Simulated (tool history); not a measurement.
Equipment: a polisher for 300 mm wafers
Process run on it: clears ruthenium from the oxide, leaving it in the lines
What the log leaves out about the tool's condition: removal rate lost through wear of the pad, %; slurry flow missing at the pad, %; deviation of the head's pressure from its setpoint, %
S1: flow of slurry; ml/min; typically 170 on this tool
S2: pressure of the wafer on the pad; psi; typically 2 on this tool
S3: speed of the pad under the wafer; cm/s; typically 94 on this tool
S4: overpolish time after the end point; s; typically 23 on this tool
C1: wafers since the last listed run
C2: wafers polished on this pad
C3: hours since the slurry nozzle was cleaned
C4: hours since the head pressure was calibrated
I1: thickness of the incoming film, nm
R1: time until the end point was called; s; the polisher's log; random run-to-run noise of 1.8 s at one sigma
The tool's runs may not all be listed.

Run 1, hour 0: usual settings; C1 0; C2 1978; C3 483.7; C4 541.6; I1 128.8. Result: R1 131.2 s.
At hour 124.1: slurry nozzle cleaned.
At hour 188.8: head pressure recalibrated.
Run 2, hour 209.8: usual settings; C1 2194; C2 4173; C3 85.7; C4 21; I1 132.4. Result: R1 130.8 s.
Run 3, hour 248.4: usual settings; C1 409; C2 4582; C3 124.3; C4 59.6; I1 132.5. Result: R1 131.6 s.
Run 4, hour 297.4: usual settings; C1 519; C2 5102; C3 173.3; C4 108.6; I1 130.2. Result: R1 129.7 s.
At hour 306.3: worn pad replaced by a new one.
Run 5, hour 365.3: usual settings; C1 678; C2 626; C3 241.2; C4 176.5; I1 130.6. Result: R1 128.2 s.
Run 6, hour 425.8: usual settings but S2 1.7 psi; C1 641; C2 1268; C3 301.7; C4 237; I1 130.4. Result: R1 152.1 s.
Run 7, hour 472.9: usual settings but S3 118 cm/s, S4 32 s; C1 499; C2 1768; C3 348.8; C4 284.1; I1 131. Result: R1 103.1 s.
Run 8, hour 514.8: usual settings but S3 118 cm/s, S4 32 s; C1 444; C2 2212; C3 390.7; C4 326; I1 131. Result: R1 106 s.
Run 9, hour 548.1: usual settings but S4 31 s; C1 353; C2 2566; C3 424; C4 359.3; I1 130.5. Result: R1 132.4 s.
Run 10, hour 584.2: usual settings but S4 31 s; C1 383; C2 2949; C3 460.1; C4 395.4; I1 130. Result: R1 137.8 s.
Run 11, hour 637.1: usual settings but S4 31 s; C1 561; C2 3510; C3 513; C4 448.3; I1 128.5. Result: R1 130.9 s.
Run 12, hour 685.7: usual settings; C1 515; C2 4026; C3 561.6; C4 496.9; I1 130.9. Result: R1 135.9 s.
At hour 711.2: slurry nozzle cleaned.
Run 13, hour 734: usual settings; C1 501; C2 4528; C3 22.8; C4 545.2; I1 128.4. Result: R1 127.6 s.
Run 14, hour 805.4: usual settings; C1 757; C2 5286; C3 94.2; C4 616.6; I1 131.4. Result: R1 127.3 s.
Run 15, hour 851: usual settings but S1 210 ml/min, S2 1.5 psi, S3 66 cm/s; C1 483; C2 5769; C3 139.8; C4 662.2; I1 132.6. Result: R1 234.8 s.
At hour 906.2: worn pad replaced by a new one.
Run 16, hour 916.4: usual settings but S1 200 ml/min, S2 1.4 psi, S4 16 s; C1 651; C2 107; C3 205.2; C4 727.6; I1 132.6. Result: R1 181.6 s.
Run 17, hour 957.4: usual settings but S1 115 ml/min, S3 86 cm/s, S4 12 s; C1 435; C2 543; C3 246.2; C4 768.6; I1 127.7. Result: R1 148.1 s.
At hour 961: head pressure recalibrated.
Run 18, hour 1002.2: usual settings but S1 195 ml/min; C1 454; C2 997; C3 291; C4 41.2; I1 128.8. Result: R1 129.7 s.
Run 19, hour 1053.4: usual settings but S1 195 ml/min, S2 1.6 psi; C1 543; C2 1540; C3 342.2; C4 92.4; I1 127.6. Result: R1 155.6 s.
Run 20, hour 1125: usual settings; C1 759; C2 2300; C3 413.8; C4 164; I1 132.2. Result: R1 136 s.
Run 21, hour 1180.9: usual settings but S2 1.3 psi; C1 593; C2 2893; C3 469.7; C4 219.9; I1 129.7. Result: R1 208.5 s.
At hour 1255.6: slurry nozzle cleaned.
Run 22, hour 1301.9: usual settings but S1 215 ml/min, S2 1.5 psi, S3 70 cm/s, S4 31 s; C1 1273; C2 4166; C3 46.3; C4 340.9; I1 129.6. Result: R1 220.5 s.
Run 23, hour 1361.9: usual settings but S2 1.5 psi; C1 636; C2 4803; C3 106.3; C4 400.9; I1 130. Result: R1 171.2 s.
At hour 1367: worn pad replaced by a new one.
Run 24, hour 1420.2: usual settings but S2 1.3 psi, S3 122 cm/s; C1 576; C2 564; C3 164.6; C4 459.2; I1 130.8. Result: R1 150.5 s.
Run 25, hour 1476.5: usual settings but S2 1.4 psi, S4 18 s; C1 597; C2 1162; C3 220.9; C4 515.5; I1 130.5. Result: R1 182.1 s.
Run 26, hour 1547.3: usual settings; C1 751; C2 1913; C3 291.7; C4 586.3; I1 128.6. Result: R1 127.8 s.
Run 27, hour 1587: usual settings; C1 421; C2 2334; C3 331.4; C4 626; I1 128.3. Result: R1 129.8 s.
Run 28, hour 1655.6: usual settings but S4 19 s; C1 727; C2 3062; C3 400; C4 694.6; I1 130.6. Result: R1 133.2 s.
At hour 1704.5: head pressure recalibrated.
Run 29, hour 1721.2: usual settings; C1 674; C2 3737; C3 465.6; C4 16.7; I1 129.2. Result: R1 132.3 s.
At hour 1766.9: slurry nozzle cleaned.
Run 30, hour 1769.5: usual settings but S2 2.4 psi, S3 102 cm/s, S4 27 s; C1 501; C2 4239; C3 2.6; C4 65; I1 132.2. Result: R1 98.9 s.
Run 31, hour 1833.7: usual settings; C1 681; C2 4920; C3 66.8; C4 129.2; I1 131.4. Result: R1 125.6 s.
At hour 1844.7: worn pad replaced by a new one.
Run 32, hour 1870.2: usual settings but S2 2.4 psi, S3 66 cm/s; C1 344; C2 271; C3 103.3; C4 165.7; I1 130.1. Result: R1 150.6 s.
Run 33, hour 1919.1: usual settings but S1 220 ml/min, S2 2.3 psi; C1 518; C2 790; C3 152.2; C4 214.6; I1 132.3. Result: R1 107.8 s.
Run 34, hour 1962: usual settings; C1 455; C2 1245; C3 195.1; C4 257.5; I1 130.2. Result: R1 130.1 s.
Run 35, hour 2005.9: usual settings; C1 465; C2 1711; C3 239; C4 301.4; I1 132.2. Result: R1 130.4 s.
Run 36, hour 2035.1: usual settings but S1 195 ml/min, S2 1.4 psi, S4 29 s; C1 309; C2 2020; C3 268.2; C4 330.6; I1 129.9. Result: R1 176.5 s.

Measured minus without-hidden-state, run by run (identical run-to-run variation in each term; gauge scatter may differ):
run     R1
  1   +6.3
  2   +0.8
  3     +1
  4   +1.3
  5     +2
  6   +3.3
  7   +2.9
  8   +3.7
  9   +5.5
 10   +6.8
 11   +8.3
 12  +10.8
 13   +0.9
 14   +1.1
 15   +2.1
 16   +2.3
 17     +4
 18   +2.6
 19   +4.1
 20   +5.7
 21  +11.5
 22   +0.3
 23   +0.6
 24   +0.9
 25   +1.8
 26     +2
 27   +2.7
 28   +4.1
 29   +5.9
 30   +0.1
 31   +0.2
 32   +0.3
 33   +0.4
 34   +0.9
 35   +1.4
 36   +1.9

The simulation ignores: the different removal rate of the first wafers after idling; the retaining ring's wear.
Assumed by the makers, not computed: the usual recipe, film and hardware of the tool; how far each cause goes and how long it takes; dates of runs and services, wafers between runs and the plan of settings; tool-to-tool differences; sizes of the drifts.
